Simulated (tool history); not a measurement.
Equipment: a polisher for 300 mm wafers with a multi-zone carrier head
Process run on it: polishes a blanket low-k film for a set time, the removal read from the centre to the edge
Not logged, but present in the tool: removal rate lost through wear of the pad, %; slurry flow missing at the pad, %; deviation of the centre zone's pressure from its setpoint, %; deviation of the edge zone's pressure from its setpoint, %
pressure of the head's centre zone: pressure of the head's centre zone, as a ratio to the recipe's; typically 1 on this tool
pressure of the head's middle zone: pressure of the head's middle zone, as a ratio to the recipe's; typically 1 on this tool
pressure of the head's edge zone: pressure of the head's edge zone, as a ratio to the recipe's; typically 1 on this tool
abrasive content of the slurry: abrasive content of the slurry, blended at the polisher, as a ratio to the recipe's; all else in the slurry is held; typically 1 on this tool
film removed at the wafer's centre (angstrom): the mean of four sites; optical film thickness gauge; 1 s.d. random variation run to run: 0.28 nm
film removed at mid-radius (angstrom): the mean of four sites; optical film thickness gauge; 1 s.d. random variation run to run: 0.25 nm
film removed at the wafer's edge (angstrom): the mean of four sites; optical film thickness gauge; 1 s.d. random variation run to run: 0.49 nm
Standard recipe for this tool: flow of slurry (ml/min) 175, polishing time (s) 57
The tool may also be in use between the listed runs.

| run | hour | flow of slurry (ml/min) | pressure of the head's centre zone | pressure of the head's middle zone | pressure of the head's edge zone | abrasive content of the slurry | polishing time (s) | wafers since the last listed run | wafers polished on this pad | hours since the slurry nozzle was cleaned | hours since the centre zone pressure was calibrated | hours since the edge zone pressure was calibrated | hours since the carrier head's membrane was replaced | incoming thickness of the incoming film, nm | film removed at the wafer's centre (angstrom) | film removed at mid-radius (angstrom) | film removed at the wafer's edge (angstrom) |
|---|---|---|---|---|---|---|---|---|---|---|---|---|---|---|---|---|---|
| 1 | 0 | 175 | 1 | 1 | 1 | 1 | 57 | 0 | 3683 | 37 | 270.2 | 142.9 | 1636.1 | 589.6 | 343 | 335 | 342 |
|  | 4 | worn pad replaced by a new one |
| 2 | 95.7 | 175 | 1 | 1 | 1 | 1 | 57 | 755 | 755 | 132.7 | 365.9 | 238.6 | 1731.8 | 580.5 | 341 | 334 | 334 |
| 3 | 164.2 | 175 | 1 | 1 | 1 | 1 | 57 | 563 | 1319 | 201.2 | 434.4 | 307.1 | 1800.3 | 591.7 | 346 | 334 | 343 |
|  | 229.6 | carrier head's membrane replaced by a new one |
|  | 231.4 | edge zone pressure recalibrated |
| 4 | 263.5 | 175 | 1 | 1 | 1 | 1 | 57 | 761 | 2080 | 300.5 | 533.7 | 32.1 | 33.9 | 600.6 | 347 | 334 | 346 |
| 5 | 351.8 | 175 | 1 | 1 | 1 | 1 | 57 | 726 | 2807 | 388.8 | 622 | 120.4 | 122.2 | 596.4 | 346 | 336 | 327 |
| 6 | 431.5 | 200 | 1 | 1 | 1 | 1 | 57 | 656 | 3463 | 468.5 | 701.7 | 200.1 | 201.9 | 598.9 | 359 | 341 | 339 |
|  | 448.3 | slurry nozzle cleaned |
|  | 454.4 | worn pad replaced by a new one |
| 7 | 477 | 200 | 1 | 1 | 1 | 1 | 57 | 333 | 186 | 28.7 | 747.2 | 245.6 | 247.4 | 584.5 | 361 | 344 | 340 |
| 8 | 550 | 200 | 1 | 1 | 1 | 1 | 57 | 601 | 787 | 101.7 | 820.2 | 318.6 | 320.4 | 600.7 | 354 | 347 | 356 |
| 9 | 636.9 | 200 | 1 | 1 | 1 | 1 | 57 | 715 | 1502 | 188.6 | 907.1 | 405.5 | 407.3 | 579.6 | 353 | 341 | 340 |
| 10 | 705 | 125 | 1 | 1.11 | 1 | 1.2 | 57 | 560 | 2063 | 256.7 | 975.2 | 473.6 | 475.4 | 593.5 | 355 | 377 | 356 |
|  | 723.2 | edge zone pressure recalibrated |
| 11 | 771.2 | 175 | 1 | 1 | 1 | 1 | 57 | 528 | 2592 | 322.9 | 1041.4 | 48 | 541.6 | 592.1 | 352 | 336 | 342 |
|  | 830.5 | slurry nozzle cleaned |
| 12 | 854.5 | 175 | 1 | 1 | 1 | 1 | 57 | 677 | 3269 | 24 | 1124.7 | 131.3 | 624.9 | 581.5 | 348 | 333 | 341 |
|  | 916.9 | worn pad replaced by a new one |
| 13 | 956.7 | 135 | 1 | 1 | 1.05 | 1 | 45 | 808 | 327 | 126.2 | 1226.9 | 233.5 | 727.1 | 582.6 | 264 | 256 | 262 |
| 14 | 1007.4 | 175 | 1 | 1 | 1 | 1 | 57 | 417 | 744 | 176.9 | 1277.6 | 284.2 | 777.8 | 601.4 | 352 | 340 | 334 |
| 15 | 1091.4 | 130 | 1 | 0.9 | 0.89 | 1 | 66 | 691 | 1436 | 260.9 | 1361.6 | 368.2 | 861.8 | 597.4 | 375 | 339 | 357 |
|  | 1176.3 | edge zone pressure recalibrated |
|  | 1180.1 | centre zone pressure recalibrated |
| 16 | 1199 | 175 | 1 | 1 | 1 | 1 | 57 | 852 | 2289 | 368.5 | 18.9 | 22.7 | 969.4 | 593 | 354 | 334 | 340 |
|  | 1244.5 | slurry nozzle cleaned |
| 17 | 1281.6 | 175 | 1 | 1 | 1 | 1 | 46 | 671 | 2961 | 37.1 | 101.5 | 105.3 | 1052 | 580.1 | 281 | 271 | 275 |
|  | 1302.3 | worn pad replaced by a new one |
| 18 | 1363.2 | 230 | 1.11 | 1 | 1.09 | 1 | 42 | 638 | 501 | 118.7 | 183.1 | 186.9 | 1133.6 | 595.5 | 295 | 255 | 266 |
| 19 | 1452.7 | 175 | 1 | 1 | 1 | 1 | 63 | 736 | 1238 | 208.2 | 272.6 | 276.4 | 1223.1 | 594.6 | 382 | 366 | 380 |
|  | 1550.1 | edge zone pressure recalibrated |
| 20 | 1577.5 | 130 | 1 | 1 | 1 | 1 | 57 | 1011 | 2249 | 333 | 397.4 | 27.4 | 1347.9 | 593.4 | 325 | 323 | 316 |
|  | 1613.4 | slurry nozzle cleaned |
| 21 | 1626.9 | 175 | 1 | 1 | 1.03 | 1 | 42 | 398 | 2648 | 13.5 | 446.8 | 76.8 | 1397.3 | 586.6 | 258 | 248 | 254 |

What if the next run were any one of these 4? Each begins from the tool's condition after run 21:
| A | 1627.3 | 175 | 1 | 1 | 1 | 1 | 57 | 3 | 2651 | 13.9 | 447.2 | 77.2 | 1397.7 | 591.2 | ? | ? | ? |
| B | 1627.3 | 230 | 1.09 | 1.04 | 1 | 0.8 | 57 | 3 | 2651 | 13.9 | 447.2 | 77.2 | 1397.7 | 591.2 | ? | ? | ? |
| C | 1627.3 | 155 | 1 | 1 | 0.91 | 1 | 57 | 3 | 2651 | 13.9 | 447.2 | 77.2 | 1397.7 | 591.2 | ? | ? | ? |
| D | 1627.3 | 175 | 0.92 | 1.06 | 1 | 0.85 | 57 | 3 | 2651 | 13.9 | 447.2 | 77.2 | 1397.7 | 591.2 | ? | ? | ? |

| run | film removed at the wafer's centre (angstrom) | film removed at mid-radius (angstrom) | film removed at the wafer's edge (angstrom) |
|---|---|---|---|
| A | 346 | 340 | 339 |
| B | 351 | 325 | 310 |
| C | 338 | 334 | 319 |
| D | 293 | 329 | 312 |
Had the tool no hidden state, the same runs would have come out as:
| run | film removed at the wafer's centre (angstrom) | film removed at mid-radius (angstrom) | film removed at the wafer's edge (angstrom) |
|---|---|---|---|
| A | 346 | 340 | 339 |
| B | 351 | 325 | 310 |
| C | 338 | 334 | 319 |
| D | 293 | 329 | 312 |
